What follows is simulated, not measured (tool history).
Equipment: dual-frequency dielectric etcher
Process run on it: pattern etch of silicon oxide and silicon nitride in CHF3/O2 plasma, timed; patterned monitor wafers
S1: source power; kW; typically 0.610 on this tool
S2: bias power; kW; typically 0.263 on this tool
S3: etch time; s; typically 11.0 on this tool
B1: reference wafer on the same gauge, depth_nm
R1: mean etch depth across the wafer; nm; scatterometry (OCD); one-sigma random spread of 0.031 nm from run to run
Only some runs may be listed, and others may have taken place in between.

Run 1, hour 0.0: usual settings; B1 20.20. Result: R1 20.18 nm.
Run 2, hour 9.4: usual settings but S2 0.236 kW; B1 20.20. Result: R1 19.37 nm.
Run 3, hour 17.5: usual settings but S2 0.236 kW; B1 20.20. Result: R1 19.39 nm.
Run 4, hour 33.6: usual settings but S2 0.307 kW; B1 20.20. Result: R1 21.28 nm.
Run 5, hour 49.2: usual settings but S2 0.307 kW; B1 20.20. Result: R1 21.32 nm.
At hour 90.6: wet clean of the chamber.
Run 6, hour 99.7: usual settings but S3 14.0 s; B1 20.20. Result: R1 26.10 nm.
At hour 114.6: source power generator calibrated.
Run 7, hour 133.8: usual settings but S3 14.0 s; B1 20.20. Result: R1 26.14 nm.
Run 8, hour 154.9: usual settings but S3 8.0 s; B1 20.20. Result: R1 14.93 nm.
Run 9, hour 164.4: usual settings; B1 20.20. Result: R1 20.45 nm.
Run 10, hour 174.7: usual settings but S3 13.5 s; B1 20.20. Result: R1 25.14 nm.
Run 11, hour 185.2: usual settings; B1 20.20. Result: R1 20.51 nm.
Run 12, hour 193.2: usual settings but S3 8.5 s; B1 20.21. Result: R1 15.84 nm.
Run 13, hour 201.4: usual settings; B1 20.20. Result: R1 20.46 nm.
Run 14, hour 213.6: usual settings but S3 10.0 s; B1 20.20. Result: R1 18.60 nm.
Run 15, hour 225.8: usual settings but S3 12.0 s; B1 20.20. Result: R1 22.34 nm.
At hour 250.1: gauge calibrated.
At hour 261.2: upper electrode replaced.
Run 16, hour 261.7: usual settings but S1 0.510 kW, S2 0.289 kW, S3 8.5 s; B1 20.20. Result: R1 14.60 nm.
Run 17, hour 262.0: usual settings but S1 0.660 kW; B1 20.20. Result: R1 21.44 nm.
Run 18, hour 264.8: usual settings; B1 20.19. Result: R1 20.49 nm.
At hour 276.4: bias power generator calibrated.
Run 19, hour 281.5: usual settings but S1 0.720 kW, S2 0.288 kW, S3 13.5 s; B1 20.19. Result: R1 28.55 nm.
Run 20, hour 319.7: usual settings; B1 20.20. Result: R1 20.36 nm.
Run 21, hour 330.2: usual settings but S1 0.530 kW, S2 0.212 kW; B1 20.20. Result: R1 17.26 nm.
Run 22, hour 341.7: usual settings but S1 0.720 kW, S2 0.293 kW; B1 20.20. Result: R1 23.33 nm.
Run 23, hour 350.4: usual settings but S1 0.550 kW, S2 0.228 kW; B1 20.20. Result: R1 18.15 nm.
Run 24, hour 363.2: usual settings but S1 0.710 kW, S2 0.215 kW; B1 20.21. Result: R1 20.77 nm.
Run 25, hour 370.6: usual settings but S1 0.740 kW, S2 0.327 kW; B1 20.20. Result: R1 24.57 nm.
Run 26, hour 381.0: usual settings but S2 0.243 kW, S3 9.5 s; B1 20.20. Result: R1 17.09 nm.
Run 27, hour 397.1: usual settings but S1 0.470 kW, S2 0.213 kW, S3 12.0 s; B1 20.20. Result: R1 17.36 nm.
Run 28, hour 412.3: usual settings but S1 0.650 kW, S2 0.243 kW, S3 14.0 s; B1 20.20. Result: R1 26.21 nm.
Run 29, hour 445.8: usual settings; B1 20.20. Result: R1 20.39 nm.
Run 30, hour 463.6: usual settings but S1 0.690 kW, S3 13.0 s; B1 20.20. Result: R1 25.88 nm.

4 options for the next run, each taken on its own from the tool as it stands now. Forecast them:
Run A, hour 464.0: usual settings; B1 ?. Result: R1 ?.
Run B, hour 464.0: usual settings but S1 0.660 kW, S2 0.217 kW, S3 8.0 s; B1 ?. Result: R1 ?.
Run C, hour 464.0: usual settings but S2 0.313 kW; B1 ?. Result: R1 ?.
Run D, hour 464.0: usual settings but S2 0.316 kW; B1 ?. Result: R1 ?.

run     B1     R1
  A  20.20  20.38
  B  20.20  14.52
  C  20.20  21.71
  D  20.20  21.78
Stripped of hidden state, with their random variation kept, the same runs would have yielded:
run     R1
  A  20.58
  B  14.67
  C  21.92
  D  22.00

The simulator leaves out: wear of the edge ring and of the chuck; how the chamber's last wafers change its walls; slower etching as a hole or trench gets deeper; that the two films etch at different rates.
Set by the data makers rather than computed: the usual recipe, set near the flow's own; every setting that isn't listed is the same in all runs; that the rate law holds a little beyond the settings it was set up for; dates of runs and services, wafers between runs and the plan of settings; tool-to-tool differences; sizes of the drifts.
